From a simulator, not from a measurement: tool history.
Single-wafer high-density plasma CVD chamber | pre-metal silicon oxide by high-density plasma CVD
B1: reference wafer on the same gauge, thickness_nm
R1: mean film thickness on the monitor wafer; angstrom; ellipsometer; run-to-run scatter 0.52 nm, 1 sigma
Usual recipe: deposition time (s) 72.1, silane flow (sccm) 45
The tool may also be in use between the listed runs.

run 1 hour=0.0 | deposition_time_(s)=72.1 silane_flow_(sccm)=45 | B1=310.116 | R1=3283.20
run 2 hour=10.1 | deposition_time_(s)=72.1 silane_flow_(sccm)=45 | B1=310.088 | R1=3287.78
run 3 hour=21.3 | deposition_time_(s)=72.1 silane_flow_(sccm)=45 | B1=309.787 | R1=3284.00
run 4 hour=36.1 | deposition_time_(s)=72.1 silane_flow_(sccm)=45 | B1=309.899 | R1=3283.75
run 5 hour=53.6 | deposition_time_(s)=72.1 silane_flow_(sccm)=45 | B1=309.911 | R1=3283.65
run 6 hour=62.9 | deposition_time_(s)=72.1 silane_flow_(sccm)=45 | B1=310.055 | R1=3289.66
run 7 hour=69.8 | deposition_time_(s)=72.1 silane_flow_(sccm)=45 | B1=309.839 | R1=3288.82
run 8 hour=76.1 | deposition_time_(s)=72.1 silane_flow_(sccm)=45 | B1=309.946 | R1=3295.03
-- hour=78.1 gauge calibrated
run 9 hour=86.3 | deposition_time_(s)=72.1 silane_flow_(sccm)=45 | B1=309.840 | R1=3276.52
run 10 hour=102.1 | deposition_time_(s)=72.1 silane_flow_(sccm)=45 | B1=309.878 | R1=3284.72
run 11 hour=118.1 | deposition_time_(s)=72.1 silane_flow_(sccm)=45 | B1=310.208 | R1=3278.27
run 12 hour=129.4 | deposition_time_(s)=72.1 silane_flow_(sccm)=45 | B1=309.875 | R1=3290.13
run 13 hour=145.2 | deposition_time_(s)=72.1 silane_flow_(sccm)=45 | B1=310.084 | R1=3276.58
run 14 hour=152.1 | deposition_time_(s)=72.1 silane_flow_(sccm)=52 | B1=310.066 | R1=3783.92
run 15 hour=167.8 | deposition_time_(s)=72.1 silane_flow_(sccm)=52 | B1=309.833 | R1=3795.66
run 16 hour=176.7 | deposition_time_(s)=72.1 silane_flow_(sccm)=52 | B1=309.847 | R1=3786.98
run 17 hour=183.6 | deposition_time_(s)=72.1 silane_flow_(sccm)=51 | B1=310.055 | R1=3720.99
run 18 hour=191.4 | deposition_time_(s)=72.1 silane_flow_(sccm)=51 | B1=309.917 | R1=3726.35
run 19 hour=198.4 | deposition_time_(s)=72.1 silane_flow_(sccm)=45 | B1=309.855 | R1=3291.08
run 20 hour=216.2 | deposition_time_(s)=72.1 silane_flow_(sccm)=45 | B1=309.991 | R1=3282.45
run 21 hour=225.9 | deposition_time_(s)=60.9 silane_flow_(sccm)=50 | B1=309.934 | R1=3081.48
run 22 hour=232.1 | deposition_time_(s)=75.9 silane_flow_(sccm)=41 | B1=309.906 | R1=3148.36
run 23 hour=243.8 | deposition_time_(s)=72.1 silane_flow_(sccm)=40 | B1=310.118 | R1=2913.09
run 24 hour=258.4 | deposition_time_(s)=72.1 silane_flow_(sccm)=45 | B1=310.234 | R1=3292.86
run 25 hour=291.4 | deposition_time_(s)=79.4 silane_flow_(sccm)=41 | B1=309.998 | R1=3292.89
-- hour=304.8 silane flow controller replaced
run 26 hour=305.3 | deposition_time_(s)=72.1 silane_flow_(sccm)=45 | B1=309.975 | R1=3483.14
run 27 hour=309.0 | deposition_time_(s)=77.1 silane_flow_(sccm)=36 | B1=310.144 | R1=2976.17
run 28 hour=324.8 | deposition_time_(s)=62.4 silane_flow_(sccm)=40 | B1=310.009 | R1=2672.95
run 29 hour=335.4 | deposition_time_(s)=59.0 silane_flow_(sccm)=36 | B1=310.014 | R1=2277.35
run 30 hour=351.3 | deposition_time_(s)=72.1 silane_flow_(sccm)=45 | B1=310.040 | R1=3475.90
run 31 hour=367.8 | deposition_time_(s)=72.1 silane_flow_(sccm)=45 | B1=310.062 | R1=3470.66
-- hour=372.5 gauge calibrated
run 32 hour=378.3 | deposition_time_(s)=81.4 silane_flow_(sccm)=40 | B1=309.961 | R1=3472.77
run 33 hour=387.1 | deposition_time_(s)=72.1 silane_flow_(sccm)=45 | B1=310.009 | R1=3471.70
run 34 hour=396.6 | deposition_time_(s)=65.8 silane_flow_(sccm)=45 | B1=309.885 | R1=3165.98
run 35 hour=409.2 | deposition_time_(s)=72.1 silane_flow_(sccm)=45 | B1=309.766 | R1=3458.60
run 36 hour=425.6 | deposition_time_(s)=79.0 silane_flow_(sccm)=41 | B1=310.031 | R1=3449.63
run 37 hour=443.1 | deposition_time_(s)=81.6 silane_flow_(sccm)=51 | B1=310.163 | R1=4438.69
run 38 hour=456.7 | deposition_time_(s)=72.1 silane_flow_(sccm)=45 | B1=310.026 | R1=3463.90
run 39 hour=469.3 | deposition_time_(s)=80.0 silane_flow_(sccm)=41 | B1=310.028 | R1=3502.21
run 40 hour=478.6 | deposition_time_(s)=59.8 silane_flow_(sccm)=45 | B1=310.061 | R1=2864.65
run 41 hour=487.9 | deposition_time_(s)=59.7 silane_flow_(sccm)=49 | B1=309.995 | R1=3109.80

For each run, the measured value with the value that run would have given without the tool's hidden condition subtracted. The run-to-run variation is shared by both, the gauge scatter possibly not:
The hidden state here: delivered silane flow above the setpoint (%); gauge reads high (%).
run=1 R1=-168.85
run=2 R1=-169.22
run=3 R1=-169.19
run=4 R1=-169.37
run=5 R1=-169.59
run=6 R1=-170.02
run=7 R1=-170.07
run=8 R1=-170.47
run=9 R1=-169.64
run=10 R1=-170.27
run=11 R1=-170.15
run=12 R1=-170.90
run=13 R1=-170.39
run=14 R1=-196.88
run=15 R1=-197.71
run=16 R1=-197.38
run=17 R1=-194.04
run=18 R1=-194.42
run=19 R1=-171.80
run=20 R1=-171.56
run=21 R1=-161.17
run=22 R1=-164.73
run=23 R1=-152.54
run=24 R1=-172.60
run=25 R1=-172.98
run=26 R1=+23.88
run=27 R1=+19.97
run=28 R1=+16.30
run=29 R1=+12.96
run=30 R1=+17.66
run=31 R1=+15.46
run=32 R1=+14.10
run=33 R1=+12.95
run=34 R1=+10.69
run=35 R1=+10.06
run=36 R1=+7.95
run=37 R1=+7.41
run=38 R1=+4.08
run=39 R1=+2.54
run=40 R1=+1.14
run=41 R1=+0.21

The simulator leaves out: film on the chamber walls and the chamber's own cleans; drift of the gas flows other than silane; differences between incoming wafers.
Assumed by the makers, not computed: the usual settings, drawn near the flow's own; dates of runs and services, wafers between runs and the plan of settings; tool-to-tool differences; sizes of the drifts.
